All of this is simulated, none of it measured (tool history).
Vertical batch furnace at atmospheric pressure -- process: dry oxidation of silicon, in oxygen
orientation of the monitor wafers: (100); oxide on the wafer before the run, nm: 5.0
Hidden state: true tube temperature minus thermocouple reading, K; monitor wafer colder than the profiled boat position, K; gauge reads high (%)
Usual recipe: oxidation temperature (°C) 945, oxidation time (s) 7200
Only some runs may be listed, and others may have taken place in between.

run	hour	oxidation temperature (°C)	oxidation time (s)	wafers since the last listed run	hours since the last temperature calibration	hours since the boat lift was adjusted	hours since the gauge calibration	read-back reference wafer on the same gauge, thickness	oxide thickness on the monitor wafer (angstrom)
1	0	936	7200	0	3735.4	1979	79.1	50.16	388.4
2	26.1	936	7200	185	3761.5	2005.1	105.2	50.23	389.1
3	35.3	936	7200	65	3770.7	2014.3	114.4	50.18	388.4
4	54.8	931	7200	138	3790.2	2033.8	133.9	50.2	368.8
5	65.4	931	7200	75	3800.8	2044.4	144.5	50.22	369.6
6	82.1	945	7200	118	3817.5	2061.1	161.2	50.23	423.7
7	93.7	945	7200	82	3829.1	2072.7	172.8	50.17	425
8	102.5	945	7200	62	3837.9	2081.5	181.6	50.18	423.7
9	115.8	945	7200	94	3851.2	2094.8	194.9	50.21	424.4
10	129.5	945	7200	97	3864.9	2108.5	208.6	50.21	422.5
11	152.1	945	7200	160	3887.5	2131.1	231.2	50.21	423.6
12	172.8	945	7200	147	3908.2	2151.8	251.9	50.19	422
13	194.8	956	7200	156	3930.2	2173.8	273.9	50.22	471.5
14	215.9	945	7200	149	3951.3	2194.9	295	50.21	422.4
15	238.8	945	7200	162	3974.2	2217.8	317.9	50.2	421.6
# hour 281.3: thermocouples replaced and temperature profile calibrated
16	281.8	945	9900	135	0.5	2260.8	360.9	50.21	529.2
17	288	921	3720	44	6.7	2267	367.1	50.19	218.7
18	296.1	927	5460	57	14.8	2275.1	375.2	50.2	294
19	316.5	945	4920	144	35.2	2295.5	395.6	50.17	325.4
# hour 333.3: gauge calibrated
# hour 354.9: boat lift adjusted
20	355.4	968	7200	105	74.1	0.5	22.1	50.19	539.2
21	361.6	945	7200	44	80.3	6.7	28.3	50.15	439.9
22	367.7	955	10530	43	86.4	12.8	34.4	50.17	636.7
23	387.8	945	9180	142	106.5	32.9	54.5	50.18	522.7
24	396.7	952	7200	63	115.4	41.8	63.4	50.23	470.4
25	411.9	945	7200	108	130.6	57	78.6	50.19	441.2
26	425.3	926	4770	95	144	70.4	92	50.19	277.5
27	442.2	960	4890	120	160.9	87.3	108.9	50.21	390.5
28	461.5	945	7200	137	180.2	106.6	128.2	50.24	440.2
29	475.5	955	10770	99	194.2	120.6	142.2	50.17	647.8
30	496.8	945	7200	151	215.5	141.9	163.5	50.19	440.2
31	515.8	957	10470	135	234.5	160.9	182.5	50.2	643.9
32	537.2	962	8850	152	255.9	182.3	203.9	50.18	596.1
33	556.4	959	10200	136	275.1	201.5	223.1	50.17	640.1

What was the tool's hidden state at every run in the log?
true tube temperature minus thermocouple reading, K: 0 at every run
gauge reads high (%): 0 at every run
H1: monitor wafer colder than the profiled boat position, K
run	H1
1	3.81
2	3.91
3	3.94
4	4.02
5	4.06
6	4.12
7	4.17
8	4.2
9	4.25
10	4.3
11	4.39
12	4.48
13	4.56
14	4.65
15	4.74
16	4.92
17	4.95
18	4.98
19	5.07
20	0.405
21	0.405
22	0.405
23	0.406
24	0.406
25	0.408
26	0.409
27	0.412
28	0.415
29	0.418
30	0.424
31	0.429
32	0.436
33	0.443
